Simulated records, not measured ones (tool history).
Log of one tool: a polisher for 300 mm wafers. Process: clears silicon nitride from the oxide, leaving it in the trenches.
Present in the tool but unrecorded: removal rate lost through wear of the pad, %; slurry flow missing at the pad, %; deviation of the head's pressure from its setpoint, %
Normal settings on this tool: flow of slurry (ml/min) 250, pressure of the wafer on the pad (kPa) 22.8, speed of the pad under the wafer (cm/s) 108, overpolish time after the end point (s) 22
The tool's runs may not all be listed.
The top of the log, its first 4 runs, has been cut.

run   hour  flow of slurry (ml/min)  pressure of the wafer on the pad (kPa)  speed of the pad under the wafer (cm/s)  overpolish time after the end point (s)  wafers since the last listed run  wafers polished on this pad  hours since the slurry nozzle was cleaned  hours since the head pressure was calibrated  incoming thickness of the incoming film, nm  time until the end point was called (s)
  5   54.4                      250                                    22.8                                      108                                       16                               130                          274                                      271.8                                         265.6                                        156.5                                    117.9
  6   67.0                      250                                    22.8                                      108                                       16                               121                          395                                      284.4                                         278.2                                        154.4                                    116.1
  7   78.9                      250                                    22.8                                      108                                       22                               114                          510                                      296.3                                         290.1                                        152.9                                    114.2
  8   90.5                      250                                    22.8                                      108                                       22                               111                          621                                      307.9                                         301.7                                        153.6                                    114.9
  9   96.8                      250                                    22.8                                      108                                       22                                60                          682                                      314.2                                         308.0                                        154.8                                    113.8
 10  106.2                      250                                    22.8                                      108                                       22                                90                          772                                      323.6                                         317.4                                        152.8                                    112.7
 11  117.7                      250                                    22.8                                      108                                       22                               110                          883                                      335.1                                         328.9                                        155.8                                    116.3
     124.5  -- worn pad replaced by a new one
 12  129.3                      250                                    22.8                                      108                                       22                                73                           45                                      346.7                                         340.5                                        154.7                                    116.3
 13  145.4                      250                                    22.8                                      108                                       22                               154                          200                                      362.8                                         356.6                                        153.8                                    114.8
 14  158.9                      250                                    22.8                                      108                                       22                               129                          330                                      376.3                                         370.1                                        152.8                                    116.1
 15  166.8                      250                                    22.8                                      108                                       22                                75                          406                                      384.2                                         378.0                                        155.6                                    114.6
 16  184.0                      250                                    22.8                                      108                                       22                               165                          571                                      401.4                                         395.2                                        154.4                                    116.2
 17  200.2                      250                                    22.8                                      108                                       22                               155                          727                                      417.6                                         411.4                                        158.2                                    118.3
     209.7  -- worn pad replaced by a new one
 18  215.2                      160                                    22.8                                       96                                       22                               105                           52                                      432.6                                         426.4                                        154.9                                    137.2
 19  224.3                      335                                    22.8                                      108                                       16                                87                          139                                      441.7                                         435.5                                        156.1                                    112.9

What will run 20 give?
 20  232.5                      250                                    22.8                                       82                                       22                                78                          218                                      449.9                                         443.7                                        155.7                                        ?

time until the end point was called (s): 145.9
The same run, on a tool lacking any hidden state, would have yielded time until the end point was called (s) 152.4.
